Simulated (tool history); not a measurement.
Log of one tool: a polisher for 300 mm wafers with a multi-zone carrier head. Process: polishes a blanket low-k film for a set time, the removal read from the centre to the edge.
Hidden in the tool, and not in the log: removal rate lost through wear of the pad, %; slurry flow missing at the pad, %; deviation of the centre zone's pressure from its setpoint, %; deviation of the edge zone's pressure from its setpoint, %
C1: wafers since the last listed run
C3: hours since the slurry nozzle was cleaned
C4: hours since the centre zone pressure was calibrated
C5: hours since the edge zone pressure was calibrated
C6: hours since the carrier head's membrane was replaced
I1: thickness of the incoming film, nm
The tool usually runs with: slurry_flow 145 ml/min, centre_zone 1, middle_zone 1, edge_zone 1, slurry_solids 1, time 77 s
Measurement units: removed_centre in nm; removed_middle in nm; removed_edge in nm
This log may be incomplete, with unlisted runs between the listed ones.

run 1 hour=0 | slurry_flow=145 centre_zone=1 middle_zone=1 edge_zone=1 slurry_solids=1 time=77 | C1=0 wafers_polished_on_this_pad=3014 C3=529.7 C4=332.9 C5=570.9 C6=92.9 | I1=748.6 | removed_centre=15.1 removed_middle=15.6 removed_edge=15.9
-- hour=72.5 slurry nozzle cleaned
run 2 hour=80.4 | slurry_flow=145 centre_zone=1.1 middle_zone=0.94 edge_zone=1 slurry_solids=1 time=77 | C1=478 wafers_polished_on_this_pad=3493 C3=7.9 C4=413.3 C5=651.3 C6=173.3 | I1=766.6 | removed_centre=18.8 removed_middle=16 removed_edge=16.9
-- hour=108 edge zone pressure recalibrated
run 3 hour=131.6 | slurry_flow=145 centre_zone=1 middle_zone=1 edge_zone=1 slurry_solids=1 time=104 | C1=296 wafers_polished_on_this_pad=3790 C3=59.1 C4=464.5 C5=23.6 C6=224.5 | I1=758.4 | removed_centre=22.5 removed_middle=22.8 removed_edge=22.3
-- hour=145.3 worn pad replaced by a new one
run 4 hour=191.9 | slurry_flow=145 centre_zone=1 middle_zone=1.07 edge_zone=1 slurry_solids=0.85 time=77 | C1=339 wafers_polished_on_this_pad=281 C3=119.4 C4=524.8 C5=83.9 C6=284.8 | I1=758 | removed_centre=15 removed_middle=16.4 removed_edge=15.4
-- hour=246.8 centre zone pressure recalibrated
run 5 hour=252 | slurry_flow=145 centre_zone=1.06 middle_zone=1 edge_zone=1 slurry_solids=1 time=101 | C1=350 wafers_polished_on_this_pad=631 C3=179.5 C4=5.2 C5=144 C6=344.9 | I1=760.3 | removed_centre=22.3 removed_middle=21.9 removed_edge=21.7
run 6 hour=356.3 | slurry_flow=120 centre_zone=1 middle_zone=0.96 edge_zone=1 slurry_solids=0.7 time=93 | C1=629 wafers_polished_on_this_pad=1260 C3=283.8 C4=109.5 C5=248.3 C6=449.2 | I1=767.2 | removed_centre=14.7 removed_middle=14.6 removed_edge=16
run 7 hour=438.1 | slurry_flow=145 centre_zone=1.06 middle_zone=1 edge_zone=1 slurry_solids=1 time=101 | C1=493 wafers_polished_on_this_pad=1754 C3=365.6 C4=191.3 C5=330.1 C6=531 | I1=759.4 | removed_centre=21.8 removed_middle=20.7 removed_edge=21.3
run 8 hour=486.7 | slurry_flow=145 centre_zone=1 middle_zone=1 edge_zone=1.1 slurry_solids=1.1 time=59 | C1=293 wafers_polished_on_this_pad=2047 C3=414.2 C4=239.9 C5=378.7 C6=579.6 | I1=772.3 | removed_centre=12.3 removed_middle=12.9 removed_edge=13.8
run 9 hour=586.5 | slurry_flow=145 centre_zone=1.06 middle_zone=1 edge_zone=1 slurry_solids=1 time=101 | C1=601 wafers_polished_on_this_pad=2649 C3=514 C4=339.7 C5=478.5 C6=679.4 | I1=764.1 | removed_centre=20.9 removed_middle=20.4 removed_edge=21.1
run 10 hour=670.5 | slurry_flow=145 centre_zone=1 middle_zone=1 edge_zone=1 slurry_solids=1 time=77 | C1=506 wafers_polished_on_this_pad=3156 C3=598 C4=423.7 C5=562.5 C6=763.4 | I1=769.7 | removed_centre=15 removed_middle=15.7 removed_edge=15.7
-- hour=700.9 edge zone pressure recalibrated
-- hour=755.7 worn pad replaced by a new one
-- hour=763.4 slurry nozzle cleaned
run 11 hour=768.4 | slurry_flow=145 centre_zone=0.9 middle_zone=1 edge_zone=0.89 slurry_solids=1 time=61 | C1=548 wafers_polished_on_this_pad=70 C3=5 C4=521.6 C5=67.5 C6=861.3 | I1=754.1 | removed_centre=12 removed_middle=13.5 removed_edge=13.2
run 12 hour=865.1 | slurry_flow=145 centre_zone=1 middle_zone=0.91 edge_zone=1 slurry_solids=0.8 time=51 | C1=583 wafers_polished_on_this_pad=654 C3=101.7 C4=618.3 C5=164.2 C6=958 | I1=753.5 | removed_centre=9.6 removed_middle=9 removed_edge=10.2
run 13 hour=906 | slurry_flow=145 centre_zone=0.9 middle_zone=1 edge_zone=1 slurry_solids=0.75 time=77 | C1=246 wafers_polished_on_this_pad=900 C3=142.6 C4=659.2 C5=205.1 C6=998.9 | I1=769.9 | removed_centre=12.5 removed_middle=14.2 removed_edge=14.4
run 14 hour=954.9 | slurry_flow=145 centre_zone=0.92 middle_zone=1 edge_zone=0.92 slurry_solids=1 time=93 | C1=294 wafers_polished_on_this_pad=1195 C3=191.5 C4=708.1 C5=254 C6=1047.8 | I1=752.4 | removed_centre=17.4 removed_middle=19.8 removed_edge=19.9
-- hour=1010.2 centre zone pressure recalibrated
run 15 hour=1040.2 | slurry_flow=125 centre_zone=1 middle_zone=1.07 edge_zone=1 slurry_solids=1 time=63 | C1=502 wafers_polished_on_this_pad=1698 C3=276.8 C4=30 C5=339.3 C6=1133.1 | I1=762.8 | removed_centre=12.1 removed_middle=13.2 removed_edge=12.9
-- hour=1085.9 carrier head's membrane replaced by a new one
run 16 hour=1098.2 | slurry_flow=145 centre_zone=1 middle_zone=1 edge_zone=1 slurry_solids=1 time=77 | C1=319 wafers_polished_on_this_pad=2017 C3=334.8 C4=88 C5=397.3 C6=12.3 | I1=758.5 | removed_centre=15.6 removed_middle=15.9 removed_edge=16.1
run 17 hour=1157.4 | slurry_flow=145 centre_zone=1.08 middle_zone=1 edge_zone=1 slurry_solids=1 time=77 | C1=357 wafers_polished_on_this_pad=2374 C3=394 C4=147.2 C5=456.5 C6=71.5 | I1=753.9 | removed_centre=16.6 removed_middle=15.7 removed_edge=16.2
-- hour=1301.7 edge zone pressure recalibrated
-- hour=1420.5 slurry nozzle cleaned
run 18 hour=1477.3 | slurry_flow=185 centre_zone=1 middle_zone=0.97 edge_zone=1 slurry_solids=1 time=87 | C1=1911 wafers_polished_on_this_pad=4286 C3=56.8 C4=467.1 C5=175.6 C6=391.4 | I1=755.7 | removed_centre=19.8 removed_middle=19.6 removed_edge=20.1
-- hour=1512.4 worn pad replaced by a new one
run 19 hour=1555.3 | slurry_flow=125 centre_zone=1 middle_zone=1 edge_zone=1 slurry_solids=1.25 time=77 | C1=446 wafers_polished_on_this_pad=258 C3=134.8 C4=545.1 C5=253.6 C6=469.4 | I1=757.6 | removed_centre=17 removed_middle=17.7 removed_edge=17.5
run 20 hour=1605 | slurry_flow=145 centre_zone=1 middle_zone=1 edge_zone=1.12 slurry_solids=1 time=77 | C1=299 wafers_polished_on_this_pad=558 C3=184.5 C4=594.8 C5=303.3 C6=519.1 | I1=762.9 | removed_centre=15.9 removed_middle=16.4 removed_edge=16.8
run 21 hour=1673.3 | slurry_flow=145 centre_zone=1 middle_zone=1 edge_zone=1 slurry_solids=1 time=77 | C1=411 wafers_polished_on_this_pad=970 C3=252.8 C4=663.1 C5=371.6 C6=587.4 | I1=747.8 | removed_centre=15.5 removed_middle=16.3 removed_edge=16.6
run 22 hour=1725.1 | slurry_flow=105 centre_zone=1 middle_zone=1.09 edge_zone=1 slurry_solids=1 time=77 | C1=312 wafers_polished_on_this_pad=1283 C3=304.6 C4=714.9 C5=423.4 C6=639.2 | I1=759.7 | removed_centre=13.5 removed_middle=15.6 removed_edge=14.7

Measured less the same run without the tool's hidden state. The same run-to-run variation is in both; the gauge's scatter may not be:
run=1 removed_centre=-1.8 removed_middle=-1.7 removed_edge=-1.1
run=2 removed_centre=-0.1 removed_middle=-0.1 removed_edge=-0.1
run=3 removed_centre=-0.6 removed_middle=-0.5 removed_edge=-0.3
run=4 removed_centre=-0.7 removed_middle=-0.6 removed_edge=-0.5
run=5 removed_centre=-1.3 removed_middle=-1.1 removed_edge=-0.8
run=6 removed_centre=-1.5 removed_middle=-1.3 removed_edge=-0.9
run=7 removed_centre=-2.1 removed_middle=-1.7 removed_edge=-1.3
run=8 removed_centre=-1.3 removed_middle=-1.2 removed_edge=-0.8
run=9 removed_centre=-2.4 removed_middle=-2 removed_edge=-1.4
run=10 removed_centre=-1.8 removed_middle=-1.6 removed_edge=-1.1
run=11 removed_centre=-0.1 removed_middle=-0.1 removed_edge=+0
run=12 removed_centre=-0.4 removed_middle=-0.3 removed_edge=-0.2
run=13 removed_centre=-0.6 removed_middle=-0.6 removed_edge=-0.5
run=14 removed_centre=-1.1 removed_middle=-1.1 removed_edge=-0.8
run=15 removed_centre=-1.2 removed_middle=-1.1 removed_edge=-0.8
run=16 removed_centre=-1.5 removed_middle=-1.3 removed_edge=-0.9
run=17 removed_centre=-1.8 removed_middle=-1.5 removed_edge=-1
run=18 removed_centre=-0.3 removed_middle=-0.2 removed_edge=-0.2
run=19 removed_centre=-0.8 removed_middle=-0.8 removed_edge=-0.5
run=20 removed_centre=-0.9 removed_middle=-0.8 removed_edge=-0.6
run=21 removed_centre=-1.1 removed_middle=-1 removed_edge=-0.7
run=22 removed_centre=-1.6 removed_middle=-1.5 removed_edge=-0.9
